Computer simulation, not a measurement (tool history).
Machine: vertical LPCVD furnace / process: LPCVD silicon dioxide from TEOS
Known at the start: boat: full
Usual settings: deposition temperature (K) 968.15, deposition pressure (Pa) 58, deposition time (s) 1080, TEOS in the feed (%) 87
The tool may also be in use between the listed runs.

run,hour,deposition temperature (K),deposition pressure (Pa),deposition time (s),TEOS in the feed (%),wafers since the last listed run,hours since the last temperature calibration,hours since the pressure gauge was zeroed,hours since the TEOS flow controller was replaced,hours since the gauge calibration,"read-back reference wafer on the same gauge, thickness",film thickness on the monitor wafer in the middle of the boat (nm)
1,0,968.15,58,1080,87,0,2539.9,2611.4,5008.6,346.8,164.08,168.44
2,95.3,968.15,58,1080,87,1855,2635.2,2706.7,5103.9,442.1,163.99,169.47
3,156.3,968.15,58,1080,87,1187,2696.2,2767.7,5164.9,503.1,163.83,168.72
4,234.3,968.15,58,1080,87,1518,2774.2,2845.7,5242.9,581.1,164.07,169.78
5,276.1,968.15,58,1080,87,813,2816,2887.5,5284.7,622.9,163.79,167.45
6,378.8,968.15,58,1080,87,1999,2918.7,2990.2,5387.4,725.6,163.98,169.15
7,418.6,968.15,58,1080,87,774,2958.5,3030,5427.2,765.4,164.24,168.15
8,483.5,968.15,58,1080,87,1263,3023.4,3094.9,5492.1,830.3,164.15,167.86
9,529.8,968.15,58,1080,87,901,3069.7,3141.2,5538.4,876.6,164.09,170.14
10,612.6,968.15,58,1080,87,1611,3152.5,3224,5621.2,959.4,164.17,169.83
# hour 683: TEOS flow controller replaced
# hour 710.5: thermocouples replaced and temperature profile calibrated
11,711,968.15,58,1080,87,981,0.5,3322.4,28,1057.8,164.27,157.8
12,760.1,968.15,58,780,87,955,49.6,3371.5,77.1,1106.9,164.09,114.4
13,845.5,968.15,58,780,87,1662,135,3456.9,162.5,1192.3,163.97,113.99
14,916.5,962.15,58,1080,87,1382,206,3527.9,233.5,1263.3,164.09,137.53
# hour 1004.8: pressure gauge zeroed
15,1018.8,968.15,58,1080,87,1524,308.3,14,335.8,1365.6,164.4,161.65
16,1075,968.15,58,1080,82,1094,364.5,70.2,392,1421.8,164.09,157.02
17,1142,968.15,58,1080,87,1304,431.5,137.2,459,1488.8,163.71,160.31

Run 18 comes next. What will it give?
18,1184.3,973.15,46.7,1500,78,823,473.8,179.5,501.3,1531.1,?,?

{"run 18": {"read-back reference wafer on the same gauge, thickness": 164.02, "film thickness on the monitor wafer in the middle of the boat (nm)": 213.01}}
Without the tool's hidden state the same run would have given film thickness on the monitor wafer in the middle of the boat (nm) 206.97.

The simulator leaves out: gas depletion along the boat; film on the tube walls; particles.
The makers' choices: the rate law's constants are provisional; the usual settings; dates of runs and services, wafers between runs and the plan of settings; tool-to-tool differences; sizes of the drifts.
